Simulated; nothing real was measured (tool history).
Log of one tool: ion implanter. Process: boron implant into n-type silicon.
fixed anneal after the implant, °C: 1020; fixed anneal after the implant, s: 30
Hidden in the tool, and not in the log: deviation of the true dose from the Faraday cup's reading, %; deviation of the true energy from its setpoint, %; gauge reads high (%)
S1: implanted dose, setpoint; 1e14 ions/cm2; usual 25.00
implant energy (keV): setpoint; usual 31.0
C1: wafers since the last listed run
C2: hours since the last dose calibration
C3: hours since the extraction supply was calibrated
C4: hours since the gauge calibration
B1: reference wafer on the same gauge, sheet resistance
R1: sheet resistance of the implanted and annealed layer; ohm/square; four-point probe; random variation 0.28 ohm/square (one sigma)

Run 1, hour 0.0: usual settings but S1 29.58 1e14 ions/cm2, implant energy (keV) 34.5; C1 0; C2 750.3; C3 3138.4; C4 399.2; B1 59.07. Result: R1 52.44 ohm/square.
At hour 19.5: gauge calibrated.
Run 2, hour 25.6: usual settings but S1 29.58 1e14 ions/cm2, implant energy (keV) 34.5; C1 499; C2 775.9; C3 3164.0; C4 6.1; B1 58.19. Result: R1 51.56 ohm/square.
Run 3, hour 59.1: usual settings; C1 654; C2 809.4; C3 3197.5; C4 39.6; B1 58.14. Result: R1 58.78 ohm/square.
Run 4, hour 89.4: usual settings; C1 591; C2 839.7; C3 3227.8; C4 69.9; B1 58.20. Result: R1 58.88 ohm/square.
Run 5, hour 108.4: usual settings; C1 371; C2 858.7; C3 3246.8; C4 88.9; B1 58.19. Result: R1 58.70 ohm/square.
Run 6, hour 124.1: usual settings; C1 306; C2 874.4; C3 3262.5; C4 104.6; B1 58.23. Result: R1 58.71 ohm/square.
Run 7, hour 157.0: usual settings; C1 642; C2 907.3; C3 3295.4; C4 137.5; B1 58.33. Result: R1 58.39 ohm/square.
Run 8, hour 177.0: usual settings; C1 390; C2 927.3; C3 3315.4; C4 157.5; B1 58.32. Result: R1 58.63 ohm/square.
Run 9, hour 194.8: usual settings but implant energy (keV) 36.0; C1 347; C2 945.1; C3 3333.2; C4 175.3; B1 58.27. Result: R1 57.21 ohm/square.
Run 10, hour 211.3: usual settings but implant energy (keV) 36.0; C1 322; C2 961.6; C3 3349.7; C4 191.8; B1 58.38. Result: R1 57.03 ohm/square.
Run 11, hour 242.4: usual settings but implant energy (keV) 36.0; C1 607; C2 992.7; C3 3380.8; C4 222.9; B1 58.47. Result: R1 56.86 ohm/square.
Run 12, hour 257.1: usual settings but S1 19.82 1e14 ions/cm2; C1 287; C2 1007.4; C3 3395.5; C4 237.6; B1 58.42. Result: R1 69.76 ohm/square.
Run 13, hour 283.6: usual settings but S1 19.82 1e14 ions/cm2; C1 517; C2 1033.9; C3 3422.0; C4 264.1; B1 58.53. Result: R1 69.77 ohm/square.
At hour 322.3: extraction supply calibrated.
Run 14, hour 322.8: usual settings but S1 31.59 1e14 ions/cm2, implant energy (keV) 23.0; C1 609; C2 1073.1; C3 0.5; C4 303.3; B1 58.63. Result: R1 58.36 ohm/square.
Run 15, hour 349.1: usual settings but S1 26.88 1e14 ions/cm2, implant energy (keV) 41.5; C1 513; C2 1099.4; C3 26.8; C4 329.6; B1 58.77. Result: R1 53.04 ohm/square.
Run 16, hour 377.2: usual settings but S1 27.71 1e14 ions/cm2, implant energy (keV) 26.0; C1 548; C2 1127.5; C3 54.9; C4 357.7; B1 58.86. Result: R1 58.94 ohm/square.
At hour 402.9: gauge calibrated.
Run 17, hour 403.2: usual settings but S1 31.05 1e14 ions/cm2, implant energy (keV) 24.0; C1 507; C2 1153.5; C3 80.9; C4 0.3; B1 58.20. Result: R1 56.45 ohm/square.
Run 18, hour 422.3: usual settings but S1 27.42 1e14 ions/cm2; C1 373; C2 1172.6; C3 100.0; C4 19.4; B1 58.23. Result: R1 55.15 ohm/square.
At hour 435.1: Faraday cup replaced and dose calibrated.
Run 19, hour 445.4: usual settings; C1 294; C2 10.3; C3 123.1; C4 42.5; B1 58.24. Result: R1 59.04 ohm/square.
Run 20, hour 468.7: usual settings but S1 32.36 1e14 ions/cm2; C1 455; C2 33.6; C3 146.4; C4 65.8; B1 58.25. Result: R1 50.56 ohm/square.
Run 21, hour 499.1: usual settings; C1 593; C2 64.0; C3 176.8; C4 96.2; B1 58.17. Result: R1 58.94 ohm/square.
Run 22, hour 519.3: usual settings but S1 27.35 1e14 ions/cm2, implant energy (keV) 20.5; C1 394; C2 84.2; C3 197.0; C4 116.4; B1 58.29. Result: R1 63.07 ohm/square.
Run 23, hour 539.0: usual settings but S1 20.67 1e14 ions/cm2, implant energy (keV) 24.5; C1 384; C2 103.9; C3 216.7; C4 136.1; B1 58.20. Result: R1 69.65 ohm/square.
Run 24, hour 556.1: usual settings but S1 30.17 1e14 ions/cm2, implant energy (keV) 24.5; C1 333; C2 121.0; C3 233.8; C4 153.2; B1 58.28. Result: R1 57.65 ohm/square.
Run 25, hour 575.1: usual settings but S1 22.79 1e14 ions/cm2; C1 371; C2 140.0; C3 252.8; C4 172.2; B1 58.35. Result: R1 63.06 ohm/square.
Run 26, hour 605.2: usual settings but S1 27.99 1e14 ions/cm2, implant energy (keV) 24.0; C1 587; C2 170.1; C3 282.9; C4 202.3; B1 58.34. Result: R1 59.41 ohm/square.

Forecast each of these 5 alternatives for the next run:
Run A, hour 605.6: usual settings; C1 7; C2 170.5; C3 283.3; C4 202.7; B1 ?. Result: R1 ?.
Run B, hour 605.6: usual settings but S1 21.03 1e14 ions/cm2, implant energy (keV) 36.5; C1 7; C2 170.5; C3 283.3; C4 202.7; B1 ?. Result: R1 ?.
Run C, hour 605.6: usual settings but S1 19.98 1e14 ions/cm2, implant energy (keV) 37.0; C1 7; C2 170.5; C3 283.3; C4 202.7; B1 ?. Result: R1 ?.
Run D, hour 605.6: usual settings but S1 19.57 1e14 ions/cm2, implant energy (keV) 35.5; C1 7; C2 170.5; C3 283.3; C4 202.7; B1 ?. Result: R1 ?.
Run E, hour 605.6: usual settings but S1 27.99 1e14 ions/cm2; C1 7; C2 170.5; C3 283.3; C4 202.7; B1 ?. Result: R1 ?.

run     B1     R1
  A  58.42  59.02
  B  58.42  64.81
  C  58.42  67.33
  D  58.42  68.77
  E  58.42  55.15
Without the tool's hidden state the same runs would have given:
run     R1
  A  58.70
  B  64.46
  C  66.96
  D  68.40
  E  54.85
